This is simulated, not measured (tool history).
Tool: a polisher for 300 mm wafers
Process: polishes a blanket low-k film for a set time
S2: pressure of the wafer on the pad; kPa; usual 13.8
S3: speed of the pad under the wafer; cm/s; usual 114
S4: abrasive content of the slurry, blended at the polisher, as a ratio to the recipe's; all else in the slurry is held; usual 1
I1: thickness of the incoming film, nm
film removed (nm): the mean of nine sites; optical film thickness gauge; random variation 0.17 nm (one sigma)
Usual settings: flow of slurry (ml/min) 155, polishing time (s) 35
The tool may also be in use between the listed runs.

run 1 hour=0 | flow_of_slurry_(ml/min)=155 S2=13.8 S3=114 S4=1 polishing_time_(s)=35 | I1=648.4 | film_removed_(nm)=16.3
run 2 hour=8.7 | flow_of_slurry_(ml/min)=155 S2=13.8 S3=114 S4=1 polishing_time_(s)=35 | I1=666.6 | film_removed_(nm)=16.4
-- hour=12.4 slurry blender recalibrated
run 3 hour=24.6 | flow_of_slurry_(ml/min)=155 S2=13.8 S3=114 S4=1 polishing_time_(s)=35 | I1=658.2 | film_removed_(nm)=16.1
-- hour=34 worn pad replaced by a new one
run 4 hour=40.2 | flow_of_slurry_(ml/min)=155 S2=13.8 S3=114 S4=1 polishing_time_(s)=35 | I1=644.5 | film_removed_(nm)=16.4
run 5 hour=46.2 | flow_of_slurry_(ml/min)=140 S2=13.8 S3=114 S4=1 polishing_time_(s)=35 | I1=664 | film_removed_(nm)=16.5
run 6 hour=55.1 | flow_of_slurry_(ml/min)=195 S2=13.8 S3=114 S4=1 polishing_time_(s)=35 | I1=654.7 | film_removed_(nm)=17.4
run 7 hour=62.8 | flow_of_slurry_(ml/min)=155 S2=13.8 S3=114 S4=1 polishing_time_(s)=35 | I1=662.7 | film_removed_(nm)=17
run 8 hour=73.7 | flow_of_slurry_(ml/min)=200 S2=17.9 S3=114 S4=1.3 polishing_time_(s)=35 | I1=651 | film_removed_(nm)=24.8
-- hour=82.4 slurry nozzle cleaned
run 9 hour=82.9 | flow_of_slurry_(ml/min)=155 S2=13.8 S3=114 S4=0.85 polishing_time_(s)=35 | I1=667.2 | film_removed_(nm)=15
-- hour=85.3 head pressure recalibrated
run 10 hour=92 | flow_of_slurry_(ml/min)=200 S2=13.8 S3=114 S4=1.2 polishing_time_(s)=35 | I1=657.5 | film_removed_(nm)=19.7
run 11 hour=107.4 | flow_of_slurry_(ml/min)=155 S2=13.8 S3=114 S4=1 polishing_time_(s)=35 | I1=648.5 | film_removed_(nm)=17.6
run 12 hour=115.7 | flow_of_slurry_(ml/min)=140 S2=17.9 S3=114 S4=1.1 polishing_time_(s)=46 | I1=662.6 | film_removed_(nm)=30.6
run 13 hour=121.8 | flow_of_slurry_(ml/min)=155 S2=13.8 S3=114 S4=1 polishing_time_(s)=35 | I1=674.3 | film_removed_(nm)=17.5
run 14 hour=136.4 | flow_of_slurry_(ml/min)=195 S2=13.8 S3=76 S4=1.15 polishing_time_(s)=25 | I1=660.4 | film_removed_(nm)=10.4
-- hour=141.3 worn pad replaced by a new one
run 15 hour=149.9 | flow_of_slurry_(ml/min)=125 S2=13.8 S3=114 S4=1.15 polishing_time_(s)=23 | I1=655.1 | film_removed_(nm)=11.5
-- hour=154 conditioning disc replaced and pad reconditioned
run 16 hour=160.2 | flow_of_slurry_(ml/min)=155 S2=13.8 S3=114 S4=1 polishing_time_(s)=27 | I1=664.8 | film_removed_(nm)=13.4
run 17 hour=168.9 | flow_of_slurry_(ml/min)=155 S2=13.8 S3=82 S4=1 polishing_time_(s)=35 | I1=648.4 | film_removed_(nm)=13.9
run 18 hour=176.9 | flow_of_slurry_(ml/min)=155 S2=13.8 S3=114 S4=1.25 polishing_time_(s)=24 | I1=663 | film_removed_(nm)=13.2
-- hour=193 head pressure recalibrated, repeated, since the last time left the tool worse
run 19 hour=193.5 | flow_of_slurry_(ml/min)=155 S2=11.7 S3=114 S4=1 polishing_time_(s)=42 | I1=664.8 | film_removed_(nm)=15.6
run 20 hour=210.6 | flow_of_slurry_(ml/min)=155 S2=13.8 S3=96 S4=1 polishing_time_(s)=47 | I1=658.4 | film_removed_(nm)=17.8
run 21 hour=227 | flow_of_slurry_(ml/min)=155 S2=13.8 S3=114 S4=1 polishing_time_(s)=35 | I1=665.9 | film_removed_(nm)=15.2
-- hour=236.1 worn pad replaced by a new one
run 22 hour=244.6 | flow_of_slurry_(ml/min)=200 S2=17.2 S3=96 S4=1 polishing_time_(s)=35 | I1=662.6 | film_removed_(nm)=17.6
run 23 hour=253.2 | flow_of_slurry_(ml/min)=155 S2=13.8 S3=114 S4=1 polishing_time_(s)=35 | I1=668.4 | film_removed_(nm)=14.9
run 24 hour=264.4 | flow_of_slurry_(ml/min)=155 S2=13.8 S3=114 S4=1.25 polishing_time_(s)=24 | I1=649.7 | film_removed_(nm)=11.4
run 25 hour=271.1 | flow_of_slurry_(ml/min)=155 S2=13.8 S3=114 S4=1.25 polishing_time_(s)=27 | I1=656.9 | film_removed_(nm)=12.6
run 26 hour=278.5 | flow_of_slurry_(ml/min)=200 S2=13.8 S3=114 S4=1 polishing_time_(s)=40 | I1=653.7 | film_removed_(nm)=18.1
run 27 hour=290.7 | flow_of_slurry_(ml/min)=155 S2=16.5 S3=114 S4=1.3 polishing_time_(s)=25 | I1=663.4 | film_removed_(nm)=14.7

Forecast each of these 3 alternatives for the next run:
run A hour=291.1 | flow_of_slurry_(ml/min)=170 S2=13.8 S3=114 S4=1 polishing_time_(s)=35 | I1=662.6 | film_removed_(nm)=?
run B hour=291.1 | flow_of_slurry_(ml/min)=115 S2=11 S3=152 S4=1 polishing_time_(s)=28 | I1=662.6 | film_removed_(nm)=?
run C hour=291.1 | flow_of_slurry_(ml/min)=185 S2=13.8 S3=114 S4=1 polishing_time_(s)=35 | I1=662.6 | film_removed_(nm)=?

run=A film_removed_(nm)=15.7
run=B film_removed_(nm)=11.5
run=C film_removed_(nm)=15.9
Without the tool's hidden state the same runs would have given:
run=A film_removed_(nm)=15.7
run=B film_removed_(nm)=11.4
run=C film_removed_(nm)=15.9
